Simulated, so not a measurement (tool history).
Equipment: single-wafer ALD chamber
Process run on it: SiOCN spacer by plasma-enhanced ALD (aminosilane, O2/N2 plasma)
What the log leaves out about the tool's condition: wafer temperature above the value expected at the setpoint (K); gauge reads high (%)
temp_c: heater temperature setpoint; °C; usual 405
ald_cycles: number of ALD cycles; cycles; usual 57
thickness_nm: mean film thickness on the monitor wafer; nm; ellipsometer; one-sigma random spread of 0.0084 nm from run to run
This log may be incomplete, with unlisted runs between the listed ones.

run	day	temp_c	ald_cycles	wafers since the last listed run	hours since the last thermocouple change	hours since the gauge calibration	read-back reference wafer on the same gauge, thickness_nm	thickness_nm
1	0	405	57	0	1098	255.5	3.026	3.4
2	3.012	405	57	421	1170.3	327.8	3.032	3.399
3	4.938	405	57	269	1216.5	374	3.029	3.387
4	8.325	405	57	474	1297.8	455.3	3.031	3.407
5	11.592	405	57	457	1376.2	533.7	3.03	3.407
6	15.238	405	57	510	1463.7	621.2	3.027	3.396
7	17.812	405	63	360	1525.5	683	3.027	3.755
8	22.258	405	63	622	1632.2	789.7	3.031	3.754
9	25.042	405	57	389	1699	856.5	3.032	3.419
10	27.6	405	57	358	1760.4	917.9	3.031	3.399
11	29.842	405	57	313	1814.2	971.7	3.031	3.423
12	33.125	405	57	459	1893	1050.5	3.028	3.411
13	36.012	394	57	404	1962.3	1119.8	3.029	3.406
14	45.067	419	57	1267	2179.6	1337.1	3.035	3.241
15	48.833	411	67	527	2270	1427.5	3.034	3.941
# day 49.267: gauge calibrated
16	52.325	405	51	488	2353.8	73.4	3.028	3.04
17	54.646	409	48	324	2409.5	129.1	3.03	2.825
18	57.754	405	57	435	2484.1	203.7	3.029	3.41
19	62.038	395	67	599	2586.9	306.5	3.033	4.002
20	64.983	418	53	412	2657.6	377.2	3.033	3.038
21	67.162	414	51	305	2709.9	429.5	3.029	2.965
# day 68.867: thermocouple changed; heater temperature recalibrated
22	70.65	394	68	441	42.8	513.2	3.032	4.057
23	72.275	405	57	227	81.8	552.2	3.029	3.369
24	75.354	405	57	430	155.7	626.1	3.026	3.369
25	85.458	405	57	1414	398.2	868.6	3.028	3.387
26	87.342	405	57	263	443.4	913.8	3.032	3.402

Forecast run 27:
27	90.408	416	57	429	517	987.4	?	?

read-back reference wafer on the same gauge, thickness_nm: 3.031
thickness_nm: 3.246 nm
Were there no unlogged condition in the tool, this run, its random variation unchanged, would have produced thickness_nm 3.212 nm.
